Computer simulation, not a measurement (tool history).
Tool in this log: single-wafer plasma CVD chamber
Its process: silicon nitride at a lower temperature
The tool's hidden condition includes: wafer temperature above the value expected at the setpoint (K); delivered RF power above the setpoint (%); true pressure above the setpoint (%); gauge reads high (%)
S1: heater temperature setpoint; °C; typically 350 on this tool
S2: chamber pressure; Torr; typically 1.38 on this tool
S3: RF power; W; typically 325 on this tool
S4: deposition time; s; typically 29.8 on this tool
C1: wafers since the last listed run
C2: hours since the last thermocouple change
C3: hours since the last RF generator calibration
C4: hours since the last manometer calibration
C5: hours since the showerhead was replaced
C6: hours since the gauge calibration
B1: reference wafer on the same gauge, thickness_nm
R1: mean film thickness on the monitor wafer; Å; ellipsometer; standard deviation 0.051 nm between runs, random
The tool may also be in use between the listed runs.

| run | hour | S1 | S2 | S3 | S4 | C1 | C2 | C3 | C4 | C5 | C6 | B1 | R1 |
|---|---|---|---|---|---|---|---|---|---|---|---|---|---|
| 1 | 0 | 342 | 1.38 | 325 | 29.8 | 0 | 2488.9 | 1009.3 | 1918.3 | 3725.4 | 283.8 | 35.798 | 299.76 |
| 2 | 29 | 342 | 1.38 | 325 | 29.8 | 522 | 2517.9 | 1038.3 | 1947.3 | 3754.4 | 312.8 | 35.796 | 298.28 |
| 3 | 41.3 | 339 | 1.38 | 325 | 29.8 | 221 | 2530.2 | 1050.6 | 1959.6 | 3766.7 | 325.1 | 35.804 | 299.57 |
| 4 | 74.2 | 339 | 1.38 | 325 | 29.8 | 592 | 2563.1 | 1083.5 | 1992.5 | 3799.6 | 358 | 35.797 | 298.09 |
| 5 | 90.1 | 350 | 1.38 | 325 | 29.8 | 286 | 2579 | 1099.4 | 2008.4 | 3815.5 | 373.9 | 35.801 | 297.25 |
| 6 | 123.5 | 350 | 1.38 | 325 | 29.8 | 601 | 2612.4 | 1132.8 | 2041.8 | 3848.9 | 407.3 | 35.798 | 296.59 |
| 7 | 147.3 | 350 | 1.38 | 325 | 29.8 | 428 | 2636.2 | 1156.6 | 2065.6 | 3872.7 | 431.1 | 35.796 | 296.32 |
| 8 | 174.6 | 350 | 1.38 | 325 | 29.8 | 491 | 2663.5 | 1183.9 | 2092.9 | 3900 | 458.4 | 35.806 | 296.19 |
|  | 197.3 | capacitance manometer re-zeroed and calibrated |
| 9 | 209.6 | 358 | 1.38 | 325 | 32.1 | 486 | 2698.5 | 1218.9 | 12.3 | 3935 | 493.4 | 35.795 | 324.52 |
| 10 | 227.9 | 358 | 1.38 | 325 | 32.1 | 329 | 2716.8 | 1237.2 | 30.6 | 3953.3 | 511.7 | 35.799 | 323.31 |
| 11 | 255.9 | 350 | 1.38 | 325 | 29.8 | 504 | 2744.8 | 1265.2 | 58.6 | 3981.3 | 539.7 | 35.797 | 299.73 |
| 12 | 282.7 | 350 | 1.38 | 325 | 29.8 | 482 | 2771.6 | 1292 | 85.4 | 4008.1 | 566.5 | 35.793 | 299.27 |
| 13 | 295.8 | 340 | 1.38 | 325 | 33.8 | 235 | 2784.7 | 1305.1 | 98.5 | 4021.2 | 579.6 | 35.795 | 340.96 |
|  | 319.5 | RF generator calibrated |
| 14 | 329.6 | 365 | 1.28 | 385 | 34.7 | 464 | 2818.5 | 10.1 | 132.3 | 4055 | 613.4 | 35.805 | 380.4 |

For run 15, what comes out?
| 15 | 347.5 | 350 | 1.38 | 295 | 29.8 | 322 | 2836.4 | 28 | 150.2 | 4072.9 | 631.3 | ? | ? |

{"run 15": {"B1": 35.809, "R1": 291.93}}
Minus the tool's unlogged condition, the same run would have read R1 294.21 Å.
